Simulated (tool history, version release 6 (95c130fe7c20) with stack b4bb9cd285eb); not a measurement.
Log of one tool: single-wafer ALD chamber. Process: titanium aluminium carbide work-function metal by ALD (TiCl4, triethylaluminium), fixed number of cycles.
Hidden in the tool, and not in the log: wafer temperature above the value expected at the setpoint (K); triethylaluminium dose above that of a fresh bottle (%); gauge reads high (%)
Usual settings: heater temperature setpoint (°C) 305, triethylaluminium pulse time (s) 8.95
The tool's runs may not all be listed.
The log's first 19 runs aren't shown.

run    hour  heater temperature setpoint (°C)  triethylaluminium pulse time (s)  wafers since the last listed run  hours since the last thermocouple change  hours since the last triethylaluminium bottle change  hours since the showerhead was replaced  hours since the gauge calibration  read-back reference wafer on the same gauge, thickness_nm  mean film thickness on the monitor wafer (angstrom)
 20  1471.8                               305                              8.95                               470                                     542.4                                                 177.3                                   6023.3                              941.4                                                      2.190                                                19.86
     1526.6  -- showerhead replaced
 21  1547.5                               291                             10.10                               788                                     618.1                                                 253.0                                     20.9                             1017.1                                                      2.190                                                18.87
 22  1591.1                               299                              8.95                               507                                     661.7                                                 296.6                                     64.5                             1060.7                                                      2.189                                                19.21
 23  1655.2                               316                             12.05                               746                                     725.8                                                 360.7                                    128.6                             1124.8                                                      2.190                                                21.70
 24  1748.1                               293                              8.95                              1082                                     818.7                                                 453.6                                    221.5                             1217.7                                                      2.190                                                18.62
 25  1804.4                               296                             11.07                               655                                     875.0                                                 509.9                                    277.8                             1274.0                                                      2.189                                                19.54
 26  1862.4                               305                              9.95                               675                                     933.0                                                 567.9                                    335.8                             1332.0                                                      2.190                                                19.95
 27  1972.6                               305                              8.95                              1283                                    1043.2                                                 678.1                                    446.0                             1442.2                                                      2.189                                                19.43
 28  2012.9                               305                              8.95                               469                                    1083.5                                                 718.4                                    486.3                             1482.5                                                      2.189                                                19.05
 29  2080.0                               305                              8.95                               781                                    1150.6                                                 785.5                                    553.4                             1549.6                                                      2.191                                                19.23
     2121.6  -- triethylaluminium bottle replaced
 30  2124.1                               291                              8.95                               420                                    1194.7                                                   2.5                                    597.5                             1593.7                                                      2.189                                                18.73
 31  2185.9                               305                              8.95                               720                                    1256.5                                                  64.3                                    659.3                             1655.5                                                      2.188                                                20.00
 32  2269.2                               305                             10.84                               970                                    1339.8                                                 147.6                                    742.6                             1738.8                                                      2.191                                                20.47
 33  2371.0                               305                              8.95                              1186                                    1441.6                                                 249.4                                    844.4                             1840.6                                                      2.189                                                19.70

Forecast each of these 4 alternatives for the next run:
  A  2371.4                               305                              8.95                                 4                                    1442.0                                                 249.8                                    844.8                             1841.0                                                          ?                                                    ?
  B  2371.4                               316                              6.31                                 4                                    1442.0                                                 249.8                                    844.8                             1841.0                                                          ?                                                    ?
  C  2371.4                               296                             10.44                                 4                                    1442.0                                                 249.8                                    844.8                             1841.0                                                          ?                                                    ?
  D  2371.4                               313                             11.90                                 4                                    1442.0                                                 249.8                                    844.8                             1841.0                                                          ?                                                    ?

run  read-back reference wafer on the same gauge, thickness_nm  mean film thickness on the monitor wafer (angstrom)
  A                                                      2.191                                                19.79
  B                                                      2.191                                                18.88
  C                                                      2.191                                                19.41
  D                                                      2.191                                                21.40
Without the tool's hidden state the same runs would have given:
run  mean film thickness on the monitor wafer (angstrom)
  A                                                20.10
  B                                                19.47
  C                                                19.62
  D                                                21.56

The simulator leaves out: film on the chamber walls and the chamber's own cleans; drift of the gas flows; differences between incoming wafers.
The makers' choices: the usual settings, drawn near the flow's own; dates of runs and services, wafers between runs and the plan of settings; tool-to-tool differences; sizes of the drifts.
